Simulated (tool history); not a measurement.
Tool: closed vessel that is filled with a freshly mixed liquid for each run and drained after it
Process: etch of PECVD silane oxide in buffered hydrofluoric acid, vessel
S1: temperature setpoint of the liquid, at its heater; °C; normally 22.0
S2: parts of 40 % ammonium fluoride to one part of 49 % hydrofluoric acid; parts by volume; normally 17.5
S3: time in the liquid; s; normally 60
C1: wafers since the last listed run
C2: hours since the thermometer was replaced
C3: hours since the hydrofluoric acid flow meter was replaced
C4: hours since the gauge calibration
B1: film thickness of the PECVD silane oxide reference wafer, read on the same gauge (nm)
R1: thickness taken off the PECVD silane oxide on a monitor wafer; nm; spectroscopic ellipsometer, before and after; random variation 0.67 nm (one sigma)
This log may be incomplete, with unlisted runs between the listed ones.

run 1 hour=0.0 | S1=22.0 S2=17.5 S3=60 | C1=0 C2=218.3 C3=953.0 C4=2320.9 | B1=129.95 | R1=183.01
run 2 hour=89.2 | S1=22.0 S2=12.0 S3=60 | C1=12503 C2=307.5 C3=1042.2 C4=2410.1 | B1=130.01 | R1=265.04
run 3 hour=153.7 | S1=22.0 S2=12.0 S3=60 | C1=9040 C2=372.0 C3=1106.7 C4=2474.6 | B1=130.03 | R1=263.96
run 4 hour=251.2 | S1=22.0 S2=12.0 S3=60 | C1=13666 C2=469.5 C3=1204.2 C4=2572.1 | B1=130.02 | R1=263.80
run 5 hour=358.5 | S1=22.0 S2=17.5 S3=60 | C1=15040 C2=576.8 C3=1311.5 C4=2679.4 | B1=129.95 | R1=181.79
run 6 hour=409.4 | S1=22.0 S2=17.5 S3=45 | C1=7134 C2=627.7 C3=1362.4 C4=2730.3 | B1=129.98 | R1=135.24
run 7 hour=513.4 | S1=22.0 S2=17.5 S3=45 | C1=14577 C2=731.7 C3=1466.4 C4=2834.3 | B1=129.98 | R1=136.16
run 8 hour=560.9 | S1=22.0 S2=17.5 S3=45 | C1=6658 C2=779.2 C3=1513.9 C4=2881.8 | B1=130.02 | R1=135.92
run 9 hour=597.2 | S1=22.0 S2=22.0 S3=70 | C1=5088 C2=815.5 C3=1550.2 C4=2918.1 | B1=129.96 | R1=174.10
-- hour=699.0 gauge calibrated
run 10 hour=700.6 | S1=26.5 S2=11.5 S3=40 | C1=14493 C2=918.9 C3=1653.6 C4=1.6 | B1=130.06 | R1=232.04
run 11 hour=779.4 | S1=25.0 S2=17.5 S3=80 | C1=11045 C2=997.7 C3=1732.4 C4=80.4 | B1=129.99 | R1=284.27
run 12 hour=852.2 | S1=22.0 S2=17.5 S3=40 | C1=10204 C2=1070.5 C3=1805.2 C4=153.2 | B1=130.03 | R1=120.69
run 13 hour=974.2 | S1=24.5 S2=20.5 S3=80 | C1=17100 C2=1192.5 C3=1927.2 C4=275.2 | B1=130.01 | R1=239.46
run 14 hour=1062.1 | S1=23.5 S2=23.5 S3=50 | C1=12320 C2=1280.4 C3=2015.1 C4=363.1 | B1=130.03 | R1=129.09
run 15 hour=1119.7 | S1=22.0 S2=17.5 S3=60 | C1=8073 C2=1338.0 C3=2072.7 C4=420.7 | B1=129.97 | R1=178.30
run 16 hour=1195.0 | S1=22.0 S2=17.5 S3=35 | C1=10554 C2=1413.3 C3=2148.0 C4=496.0 | B1=129.98 | R1=103.90
run 17 hour=1292.9 | S1=25.0 S2=11.0 S3=90 | C1=13722 C2=1511.2 C3=2245.9 C4=593.9 | B1=129.99 | R1=498.95
run 18 hour=1595.1 | S1=22.0 S2=17.5 S3=60 | C1=42359 C2=1813.4 C3=2548.1 C4=896.1 | B1=130.03 | R1=177.16
run 19 hour=1664.6 | S1=19.5 S2=21.5 S3=60 | C1=9741 C2=1882.9 C3=2617.6 C4=965.6 | B1=130.03 | R1=130.88
-- hour=1703.1 thermometer replaced
run 20 hour=1758.0 | S1=24.0 S2=20.0 S3=80 | C1=12951 C2=54.9 C3=2711.0 C4=1059.0 | B1=130.00 | R1=235.28
-- hour=1798.2 hydrofluoric acid flow meter replaced
run 21 hour=1849.0 | S1=22.0 S2=21.5 S3=85 | C1=12615 C2=145.9 C3=50.8 C4=1150.0 | B1=129.98 | R1=220.01
run 22 hour=1926.9 | S1=26.0 S2=21.0 S3=95 | C1=10919 C2=223.8 C3=128.7 C4=1227.9 | B1=130.01 | R1=309.04
run 23 hour=1963.3 | S1=25.5 S2=13.0 S3=40 | C1=5102 C2=260.2 C3=165.1 C4=1264.3 | B1=129.99 | R1=200.34
run 24 hour=2001.7 | S1=17.0 S2=17.5 S3=85 | C1=5382 C2=298.6 C3=203.5 C4=1302.7 | B1=129.99 | R1=196.86
run 25 hour=2089.5 | S1=22.0 S2=17.5 S3=60 | C1=12306 C2=386.4 C3=291.3 C4=1390.5 | B1=130.02 | R1=185.34
run 26 hour=2180.0 | S1=19.5 S2=17.5 S3=60 | C1=12685 C2=476.9 C3=381.8 C4=1481.0 | B1=130.02 | R1=159.99
run 27 hour=2254.6 | S1=24.5 S2=11.0 S3=60 | C1=10456 C2=551.5 C3=456.4 C4=1555.6 | B1=129.97 | R1=334.46
run 28 hour=2292.5 | S1=24.0 S2=22.0 S3=85 | C1=5312 C2=589.4 C3=494.3 C4=1593.5 | B1=129.96 | R1=238.78
run 29 hour=2384.6 | S1=22.0 S2=17.5 S3=75 | C1=12909 C2=681.5 C3=586.4 C4=1685.6 | B1=130.05 | R1=230.14
run 30 hour=2491.7 | S1=26.5 S2=24.0 S3=75 | C1=15012 C2=788.6 C3=693.5 C4=1792.7 | B1=130.02 | R1=228.74
run 31 hour=2571.5 | S1=25.0 S2=11.0 S3=60 | C1=11185 C2=868.4 C3=773.3 C4=1872.5 | B1=129.99 | R1=340.77
run 32 hour=2658.6 | S1=22.0 S2=22.5 S3=60 | C1=12208 C2=955.5 C3=860.4 C4=1959.6 | B1=129.97 | R1=149.08

Alternative continuations, all from the tool just after run 32; predict every row:
run A hour=2659.3 | S1=22.0 S2=17.5 S3=30 | C1=98 C2=956.2 C3=861.1 C4=1960.3 | B1=? | R1=?
run B hour=2659.3 | S1=22.0 S2=13.5 S3=60 | C1=98 C2=956.2 C3=861.1 C4=1960.3 | B1=? | R1=?
run C hour=2659.3 | S1=27.0 S2=17.5 S3=60 | C1=98 C2=956.2 C3=861.1 C4=1960.3 | B1=? | R1=?
run D hour=2659.3 | S1=22.0 S2=17.5 S3=70 | C1=98 C2=956.2 C3=861.1 C4=1960.3 | B1=? | R1=?

run=A B1=129.99 R1=91.69
run=B B1=129.99 R1=236.72
run=C B1=129.99 R1=240.85
run=D B1=129.99 R1=213.95
With the hidden condition removed and each run's random variation left untouched, the same runs would have given:
run=A R1=93.40
run=B R1=241.11
run=C R1=245.32
run=D R1=217.93

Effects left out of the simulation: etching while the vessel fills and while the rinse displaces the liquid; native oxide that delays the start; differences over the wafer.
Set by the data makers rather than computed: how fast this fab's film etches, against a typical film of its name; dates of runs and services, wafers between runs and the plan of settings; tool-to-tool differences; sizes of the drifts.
